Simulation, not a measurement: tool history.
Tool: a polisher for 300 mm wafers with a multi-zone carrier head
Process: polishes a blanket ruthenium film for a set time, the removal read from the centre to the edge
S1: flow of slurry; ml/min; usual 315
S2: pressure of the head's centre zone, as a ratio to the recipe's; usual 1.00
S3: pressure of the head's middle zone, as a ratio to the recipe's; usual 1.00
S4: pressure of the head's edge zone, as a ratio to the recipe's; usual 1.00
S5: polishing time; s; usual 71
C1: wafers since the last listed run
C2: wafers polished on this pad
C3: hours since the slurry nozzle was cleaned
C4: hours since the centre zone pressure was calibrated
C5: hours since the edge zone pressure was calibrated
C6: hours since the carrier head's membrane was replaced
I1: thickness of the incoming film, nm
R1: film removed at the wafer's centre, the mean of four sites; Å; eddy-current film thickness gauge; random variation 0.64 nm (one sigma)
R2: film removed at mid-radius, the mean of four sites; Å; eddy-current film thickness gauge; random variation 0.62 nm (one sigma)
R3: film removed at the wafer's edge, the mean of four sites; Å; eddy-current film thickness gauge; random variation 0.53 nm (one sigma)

run,day,S1,S2,S3,S4,S5,C1,C2,C3,C4,C5,C6,I1,R1,R2,R3
1,0.000,315,1.00,1.00,1.00,71,0,471,63.2,849.3,571.9,296.7,403.6,500,529,556
2,10.662,315,1.00,1.00,1.00,71,2103,2575,319.1,1105.2,827.8,552.6,402.4,494,522,546
# day 11.404: worn pad replaced by a new one
3,13.300,315,1.00,1.00,1.00,71,487,373,382.4,1168.5,891.1,615.9,395.3,483,520,550
# day 13.729: slurry nozzle cleaned
# day 14.529: carrier head's membrane replaced by a new one
4,15.896,315,1.00,0.95,1.00,71,462,836,52.0,1230.8,953.4,32.8,401.3,475,505,553
5,17.408,390,1.00,1.03,1.00,71,298,1135,88.3,1267.1,989.7,69.1,406.7,487,550,557
6,19.279,390,1.00,1.03,1.00,71,369,1504,133.2,1312.0,1034.6,114.0,393.5,502,549,559
# day 23.004: worn pad replaced by a new one
7,23.479,315,0.91,1.00,0.97,71,795,94,234.0,1412.8,1135.4,214.8,395.4,451,540,542
# day 23.788: centre zone pressure recalibrated
8,25.933,315,0.91,1.00,0.97,71,467,561,292.9,51.5,1194.3,273.7,395.6,500,531,552
9,29.342,315,0.91,1.00,0.97,71,672,1234,374.7,133.3,1276.1,355.5,403.6,492,525,538
# day 30.321: slurry nozzle cleaned
10,31.333,315,1.04,1.00,1.00,71,384,1619,24.3,181.1,1323.9,403.3,394.1,546,530,546
# day 32.804: edge zone pressure recalibrated
11,34.317,315,1.04,1.00,1.00,71,572,2191,95.9,252.7,36.3,474.9,400.4,536,521,556
# day 35.588: worn pad replaced by a new one
12,36.354,315,1.00,1.00,0.95,71,369,150,144.8,301.6,85.2,523.8,397.3,524,526,537
# day 38.288: carrier head's membrane replaced by a new one
13,38.779,315,0.91,1.00,0.97,71,437,588,203.0,359.8,143.4,11.8,398.1,479,531,540
14,40.321,285,1.00,1.00,1.07,71,304,892,240.0,396.8,180.4,48.8,394.9,503,517,557
15,43.917,315,1.00,1.00,1.00,71,709,1602,326.3,483.1,266.7,135.1,398.6,523,531,551
16,45.888,210,1.00,1.00,1.00,71,388,1990,373.6,530.4,314.0,182.4,401.4,501,521,531
17,47.879,315,1.00,1.00,1.08,52,392,2383,421.4,578.2,361.8,230.2,399.9,372,385,416
# day 49.183: worn pad replaced by a new one
# day 49.358: slurry nozzle cleaned
18,49.942,315,0.91,0.91,1.00,71,365,141,14.0,627.7,411.3,279.7,402.7,468,490,546
19,51.508,315,1.00,1.00,1.00,71,309,450,51.6,665.3,448.9,317.3,401.3,502,532,557
20,55.712,315,1.11,1.09,1.00,56,829,1280,152.5,766.2,549.8,418.2,406.4,438,455,426
21,57.717,315,0.95,1.04,0.89,89,395,1675,200.6,814.3,597.9,466.3,394.6,601,683,646
22,60.571,390,1.06,1.00,1.00,71,563,2238,269.1,882.8,666.4,534.8,399.8,526,531,556
23,63.054,315,1.00,0.89,0.89,71,489,2728,328.7,942.4,726.0,594.4,402.2,498,480,516

Hidden state at the last listed run before each entry between runs and at the first one after, where it differs:
Between runs 2 and 3: worn pad replaced by a new one (day 11.404)
  deviation of the centre zone's pressure from its setpoint, %: -11 -> -11.6
  measured less the result without the state, R1: -51 -> -52 Å
Between runs 3 and 4: slurry nozzle cleaned (day 13.729); carrier head's membrane replaced by a new one (day 14.529)
  deviation of the centre zone's pressure from its setpoint, %: -11.6 -> -12.2
  measured less the result without the state, R1: -52 -> -54 Å
Between runs 6 and 7: worn pad replaced by a new one (day 23.004)
  deviation of the centre zone's pressure from its setpoint, %: -13 -> -13.9
  measured less the result without the state, R1: -61 -> -60 Å
Between runs 7 and 8: centre zone pressure recalibrated (day 23.788)
  deviation of the centre zone's pressure from its setpoint, %: -13.9 -> -0.658
  measured less the result without the state, R1: -60 -> -3 Å
Between runs 9 and 10: slurry nozzle cleaned (day 30.321)
  deviation of the centre zone's pressure from its setpoint, %: -1.43 -> -1.89
  measured less the result without the state, R1: -6 -> -9 Å
Between runs 10 and 11: edge zone pressure recalibrated (day 32.804)
  deviation of the centre zone's pressure from its setpoint, %: -1.89 -> -2.57
  measured less the result without the state, R1: -9 -> -12 Å
Between runs 11 and 12: worn pad replaced by a new one (day 35.588)
  deviation of the centre zone's pressure from its setpoint, %: -2.57 -> -3.03
  measured less the result without the state, R1: -12 -> -13 Å
Between runs 12 and 13: carrier head's membrane replaced by a new one (day 38.288)
  deviation of the centre zone's pressure from its setpoint, %: -3.03 -> -3.58
  measured less the result without the state, R1: -13 -> -15 Å
Between runs 17 and 18: worn pad replaced by a new one (day 49.183); slurry nozzle cleaned (day 49.358)
  deviation of the centre zone's pressure from its setpoint, %: -5.66 -> -6.13
  measured less the result without the state, R1: -18 -> -26 Å
